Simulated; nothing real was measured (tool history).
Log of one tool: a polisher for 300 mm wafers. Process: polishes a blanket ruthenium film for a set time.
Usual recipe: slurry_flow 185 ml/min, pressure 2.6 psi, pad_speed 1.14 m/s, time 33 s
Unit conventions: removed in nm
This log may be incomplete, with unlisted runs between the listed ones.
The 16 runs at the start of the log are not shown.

| run | hour | slurry_flow | pressure | pad_speed | time | wafers since the last listed run | wafers polished on this pad | hours since the slurry nozzle was cleaned | hours since the head pressure was calibrated | incoming thickness of the incoming film, nm | removed |
|---|---|---|---|---|---|---|---|---|---|---|---|
| 17 | 868.9 | 185 | 2.6 | 1.14 | 33 | 813 | 2841 | 74.6 | 439.8 | 450.9 | 62.9 |
|  | 879.3 | head pressure recalibrated |
| 18 | 912 | 125 | 2.6 | 1.42 | 33 | 565 | 3406 | 117.7 | 32.7 | 456.9 | 62.2 |
| 19 | 937.5 | 185 | 2.1 | 1.14 | 44 | 350 | 3757 | 143.2 | 58.2 | 453.5 | 61.7 |
| 20 | 965.8 | 245 | 3.4 | 0.9 | 25 | 389 | 4146 | 171.5 | 86.5 | 456.7 | 49.4 |
|  | 1011.6 | worn pad replaced by a new one, of another model than before |
|  | 1095.4 | slurry nozzle cleaned |
| 21 | 1136 | 185 | 2.6 | 1.14 | 44 | 2271 | 1695 | 40.6 | 256.7 | 446.3 | 75.5 |
| 22 | 1263.9 | 185 | 2.1 | 1.14 | 28 | 1758 | 3454 | 168.5 | 384.6 | 449.9 | 43.7 |
|  | 1276.8 | head pressure recalibrated |
|  | 1317.1 | worn pad replaced by a new one |
| 23 | 1318.2 | 240 | 3.3 | 1.14 | 33 | 664 | 15 | 222.8 | 41.4 | 451.3 | 67.2 |
| 24 | 1342.8 | 185 | 2.6 | 1.14 | 36 | 338 | 353 | 247.4 | 66 | 453.7 | 60.1 |
| 25 | 1378.4 | 185 | 2.3 | 1.14 | 33 | 489 | 843 | 283 | 101.6 | 446.2 | 53.4 |
| 26 | 1406.1 | 160 | 2.6 | 1.4 | 24 | 380 | 1223 | 310.7 | 129.3 | 449.3 | 45.7 |
| 27 | 1472.2 | 235 | 2.1 | 0.92 | 33 | 908 | 2132 | 376.8 | 195.4 | 452.1 | 47.3 |
|  | 1492.9 | slurry nozzle cleaned |
| 28 | 1521.4 | 185 | 2.6 | 1.14 | 33 | 662 | 2795 | 28.5 | 244.6 | 450.6 | 58.4 |
| 29 | 1580.5 | 185 | 2.6 | 0.78 | 41 | 812 | 3607 | 87.6 | 303.7 | 443.4 | 60.7 |
|  | 1629.1 | worn pad replaced by a new one |
| 30 | 1633.4 | 185 | 2.1 | 1.14 | 33 | 672 | 58 | 140.5 | 356.6 | 450.8 | 51.5 |
| 31 | 1668.5 | 230 | 2.1 | 1.14 | 33 | 482 | 541 | 175.6 | 391.7 | 452.1 | 54.2 |

What if the next run were any one of these 5? Each begins from the tool's condition after run 31:
| A | 1668.9 | 245 | 2.6 | 1.14 | 33 | 5 | 546 | 176 | 392.1 | 446.2 | ? |
| B | 1668.9 | 185 | 2 | 0.86 | 23 | 5 | 546 | 176 | 392.1 | 446.2 | ? |
| C | 1668.9 | 185 | 2.6 | 0.96 | 33 | 5 | 546 | 176 | 392.1 | 446.2 | ? |
| D | 1668.9 | 140 | 2.6 | 1.14 | 33 | 5 | 546 | 176 | 392.1 | 446.2 | ? |
| E | 1668.9 | 185 | 2.6 | 1.14 | 26 | 5 | 546 | 176 | 392.1 | 446.2 | ? |

| run | removed |
|---|---|
| A | 63 |
| B | 32.4 |
| C | 56.3 |
| D | 59.7 |
| E | 48.4 |
Without the tool's hidden state the same runs would have given:
| run | removed |
|---|---|
| A | 59.7 |
| B | 30.7 |
| C | 53.4 |
| D | 56.6 |
| E | 45.8 |

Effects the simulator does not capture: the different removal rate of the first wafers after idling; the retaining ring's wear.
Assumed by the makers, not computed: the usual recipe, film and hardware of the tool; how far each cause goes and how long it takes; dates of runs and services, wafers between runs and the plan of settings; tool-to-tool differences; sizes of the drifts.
